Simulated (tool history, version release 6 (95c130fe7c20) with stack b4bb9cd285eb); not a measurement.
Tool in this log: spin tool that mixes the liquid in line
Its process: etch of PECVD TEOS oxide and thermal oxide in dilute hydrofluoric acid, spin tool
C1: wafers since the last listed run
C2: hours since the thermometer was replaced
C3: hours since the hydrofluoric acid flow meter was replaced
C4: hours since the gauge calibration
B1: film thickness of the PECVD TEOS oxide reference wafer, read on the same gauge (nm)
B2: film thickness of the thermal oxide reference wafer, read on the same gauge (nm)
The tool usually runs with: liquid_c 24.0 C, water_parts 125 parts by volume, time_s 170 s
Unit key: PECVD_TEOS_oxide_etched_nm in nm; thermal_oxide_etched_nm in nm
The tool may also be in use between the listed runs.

run 1 hour=0.0 | liquid_c=24.0 water_parts=125 time_s=170 | C1=0 C2=2164.4 C3=2198.5 C4=195.0 | B1=130.01 B2=140.00 | PECVD_TEOS_oxide_etched_nm=29.37 thermal_oxide_etched_nm=6.69
run 2 hour=10.3 | liquid_c=24.0 water_parts=125 time_s=170 | C1=85 C2=2174.7 C3=2208.8 C4=205.3 | B1=129.99 B2=139.97 | PECVD_TEOS_oxide_etched_nm=29.16 thermal_oxide_etched_nm=6.68
run 3 hour=16.7 | liquid_c=24.0 water_parts=125 time_s=170 | C1=52 C2=2181.1 C3=2215.2 C4=211.7 | B1=129.99 B2=140.00 | PECVD_TEOS_oxide_etched_nm=29.09 thermal_oxide_etched_nm=6.75
run 4 hour=41.3 | liquid_c=24.0 water_parts=125 time_s=170 | C1=203 C2=2205.7 C3=2239.8 C4=236.3 | B1=130.00 B2=140.02 | PECVD_TEOS_oxide_etched_nm=29.28 thermal_oxide_etched_nm=6.70
run 5 hour=51.5 | liquid_c=24.0 water_parts=125 time_s=170 | C1=84 C2=2215.9 C3=2250.0 C4=246.5 | B1=130.00 B2=140.03 | PECVD_TEOS_oxide_etched_nm=29.18 thermal_oxide_etched_nm=6.68
run 6 hour=62.9 | liquid_c=24.0 water_parts=85 time_s=220 | C1=94 C2=2227.3 C3=2261.4 C4=257.9 | B1=130.00 B2=139.99 | PECVD_TEOS_oxide_etched_nm=57.74 thermal_oxide_etched_nm=13.51
run 7 hour=78.8 | liquid_c=21.0 water_parts=125 time_s=130 | C1=131 C2=2243.2 C3=2277.3 C4=273.8 | B1=130.00 B2=140.04 | PECVD_TEOS_oxide_etched_nm=19.99 thermal_oxide_etched_nm=4.52
-- hour=87.8 thermometer replaced
run 8 hour=88.6 | liquid_c=28.5 water_parts=165 time_s=100 | C1=72 C2=0.8 C3=2287.1 C4=283.6 | B1=129.99 B2=139.99 | PECVD_TEOS_oxide_etched_nm=14.91 thermal_oxide_etched_nm=3.42
run 9 hour=102.0 | liquid_c=20.0 water_parts=80 time_s=195 | C1=110 C2=14.2 C3=2300.5 C4=297.0 | B1=130.00 B2=140.01 | PECVD_TEOS_oxide_etched_nm=46.41 thermal_oxide_etched_nm=10.83
run 10 hour=108.6 | liquid_c=20.0 water_parts=125 time_s=70 | C1=54 C2=20.8 C3=2307.1 C4=303.6 | B1=130.01 B2=139.97 | PECVD_TEOS_oxide_etched_nm=10.36 thermal_oxide_etched_nm=2.38
-- hour=111.7 hydrofluoric acid flow meter replaced
run 11 hour=116.5 | liquid_c=27.0 water_parts=180 time_s=80 | C1=57 C2=28.7 C3=4.8 C4=311.5 | B1=130.00 B2=140.03 | PECVD_TEOS_oxide_etched_nm=8.93 thermal_oxide_etched_nm=2.05
run 12 hour=123.8 | liquid_c=27.0 water_parts=180 time_s=80 | C1=60 C2=36.0 C3=12.1 C4=318.8 | B1=130.01 B2=140.00 | PECVD_TEOS_oxide_etched_nm=8.79 thermal_oxide_etched_nm=2.03
run 13 hour=132.2 | liquid_c=24.0 water_parts=125 time_s=170 | C1=69 C2=44.4 C3=20.5 C4=327.2 | B1=130.01 B2=139.97 | PECVD_TEOS_oxide_etched_nm=25.67 thermal_oxide_etched_nm=5.93
run 14 hour=140.0 | liquid_c=24.0 water_parts=125 time_s=170 | C1=64 C2=52.2 C3=28.3 C4=335.0 | B1=129.98 B2=139.98 | PECVD_TEOS_oxide_etched_nm=25.71 thermal_oxide_etched_nm=6.00
-- hour=143.3 gauge calibrated
run 15 hour=147.0 | liquid_c=24.0 water_parts=125 time_s=170 | C1=57 C2=59.2 C3=35.3 C4=3.7 | B1=130.01 B2=140.00 | PECVD_TEOS_oxide_etched_nm=26.20 thermal_oxide_etched_nm=5.93
run 16 hour=160.9 | liquid_c=22.0 water_parts=110 time_s=170 | C1=114 C2=73.1 C3=49.2 C4=17.6 | B1=130.01 B2=140.01 | PECVD_TEOS_oxide_etched_nm=27.54 thermal_oxide_etched_nm=6.37
run 17 hour=176.5 | liquid_c=24.0 water_parts=100 time_s=170 | C1=129 C2=88.7 C3=64.8 C4=33.2 | B1=130.01 B2=140.00 | PECVD_TEOS_oxide_etched_nm=33.39 thermal_oxide_etched_nm=7.73
run 18 hour=186.5 | liquid_c=22.5 water_parts=125 time_s=170 | C1=82 C2=98.7 C3=74.8 C4=43.2 | B1=129.98 B2=139.99 | PECVD_TEOS_oxide_etched_nm=24.45 thermal_oxide_etched_nm=5.57
run 19 hour=201.1 | liquid_c=24.0 water_parts=125 time_s=170 | C1=120 C2=113.3 C3=89.4 C4=57.8 | B1=130.00 B2=140.01 | PECVD_TEOS_oxide_etched_nm=25.84 thermal_oxide_etched_nm=5.94
run 20 hour=213.3 | liquid_c=28.5 water_parts=85 time_s=265 | C1=100 C2=125.5 C3=101.6 C4=70.0 | B1=129.99 B2=140.01 | PECVD_TEOS_oxide_etched_nm=74.71 thermal_oxide_etched_nm=17.29
run 21 hour=221.1 | liquid_c=27.5 water_parts=155 time_s=170 | C1=64 C2=133.3 C3=109.4 C4=77.8 | B1=130.01 B2=140.00 | PECVD_TEOS_oxide_etched_nm=23.21 thermal_oxide_etched_nm=5.35
run 22 hour=235.2 | liquid_c=24.0 water_parts=125 time_s=170 | C1=116 C2=147.4 C3=123.5 C4=91.9 | B1=130.02 B2=140.01 | PECVD_TEOS_oxide_etched_nm=26.00 thermal_oxide_etched_nm=5.96
run 23 hour=252.1 | liquid_c=22.0 water_parts=165 time_s=140 | C1=139 C2=164.3 C3=140.4 C4=108.8 | B1=130.00 B2=139.98 | PECVD_TEOS_oxide_etched_nm=14.32 thermal_oxide_etched_nm=3.32
run 24 hour=301.9 | liquid_c=24.0 water_parts=90 time_s=170 | C1=411 C2=214.1 C3=190.2 C4=158.6 | B1=130.01 B2=140.00 | PECVD_TEOS_oxide_etched_nm=37.88 thermal_oxide_etched_nm=8.69
run 25 hour=318.0 | liquid_c=24.0 water_parts=125 time_s=170 | C1=133 C2=230.2 C3=206.3 C4=174.7 | B1=130.00 B2=140.02 | PECVD_TEOS_oxide_etched_nm=26.59 thermal_oxide_etched_nm=6.05
run 26 hour=328.1 | liquid_c=19.5 water_parts=125 time_s=170 | C1=83 C2=240.3 C3=216.4 C4=184.8 | B1=129.98 B2=139.99 | PECVD_TEOS_oxide_etched_nm=21.89 thermal_oxide_etched_nm=5.03

4 options for the next run, each taken on its own from the tool as it stands now. Forecast them:
run A hour=328.6 | liquid_c=24.0 water_parts=125 time_s=170 | C1=4 C2=240.8 C3=216.9 C4=185.3 | B1=? B2=? | PECVD_TEOS_oxide_etched_nm=? thermal_oxide_etched_nm=?
run B hour=328.6 | liquid_c=27.5 water_parts=125 time_s=225 | C1=4 C2=240.8 C3=216.9 C4=185.3 | B1=? B2=? | PECVD_TEOS_oxide_etched_nm=? thermal_oxide_etched_nm=?
run C hour=328.6 | liquid_c=24.0 water_parts=155 time_s=85 | C1=4 C2=240.8 C3=216.9 C4=185.3 | B1=? B2=? | PECVD_TEOS_oxide_etched_nm=? thermal_oxide_etched_nm=?
run D hour=328.6 | liquid_c=21.0 water_parts=75 time_s=170 | C1=4 C2=240.8 C3=216.9 C4=185.3 | B1=? B2=? | PECVD_TEOS_oxide_etched_nm=? thermal_oxide_etched_nm=?

run=A B1=130.00 B2=139.98 PECVD_TEOS_oxide_etched_nm=26.42 thermal_oxide_etched_nm=5.97
run=B B1=130.00 B2=139.98 PECVD_TEOS_oxide_etched_nm=39.98 thermal_oxide_etched_nm=9.03
run=C B1=130.00 B2=139.98 PECVD_TEOS_oxide_etched_nm=10.29 thermal_oxide_etched_nm=2.33
run=D B1=130.00 B2=139.98 PECVD_TEOS_oxide_etched_nm=41.37 thermal_oxide_etched_nm=9.35
What these runs would have given with no unlogged condition in the tool:
run=A PECVD_TEOS_oxide_etched_nm=25.86 thermal_oxide_etched_nm=5.84
run=B PECVD_TEOS_oxide_etched_nm=39.13 thermal_oxide_etched_nm=8.84
run=C PECVD_TEOS_oxide_etched_nm=10.07 thermal_oxide_etched_nm=2.28
run=D PECVD_TEOS_oxide_etched_nm=40.54 thermal_oxide_etched_nm=9.16
